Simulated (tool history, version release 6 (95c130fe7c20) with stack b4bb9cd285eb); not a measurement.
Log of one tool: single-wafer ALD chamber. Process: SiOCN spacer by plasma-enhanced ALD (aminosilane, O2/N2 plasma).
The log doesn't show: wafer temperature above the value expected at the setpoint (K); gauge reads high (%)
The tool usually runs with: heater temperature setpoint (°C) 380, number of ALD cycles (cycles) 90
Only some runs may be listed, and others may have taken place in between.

run,hour,heater temperature setpoint (°C),number of ALD cycles (cycles),wafers since the last listed run,hours since the last thermocouple change,hours since the gauge calibration,"read-back reference wafer on the same gauge, thickness_nm",mean film thickness on the monitor wafer (angstrom)
1,0.0,380,90,0,1773.0,52.2,4.687,55.90
2,34.3,380,90,86,1807.3,86.5,4.687,56.53
3,54.5,380,90,50,1827.5,106.7,4.685,56.32
4,87.7,380,90,83,1860.7,139.9,4.664,55.81
5,138.2,368,90,126,1911.2,190.4,4.662,56.22
6,166.9,368,90,72,1939.9,219.1,4.657,56.05
7,190.6,387,90,59,1963.6,242.8,4.654,56.01
8,208.9,380,90,45,1981.9,261.1,4.652,56.20
9,234.3,380,90,63,2007.3,286.5,4.649,55.86
# hour 273.7: thermocouple changed; heater temperature recalibrated
10,274.2,389,81,80,0.5,326.4,4.645,50.18
# hour 278.1: gauge calibrated
11,300.4,376,90,65,26.7,22.3,4.692,56.00

Estimate the outcome of run 12 from the log above:
12,329.1,380,75,72,55.4,51.0,?,?

{"run 12": {"read-back reference wafer on the same gauge, thickness_nm": 4.681, "mean film thickness on the monitor wafer (angstrom)": 46.87}}
Without the tool's hidden state the same run would have given mean film thickness on the monitor wafer (angstrom) 47.01.
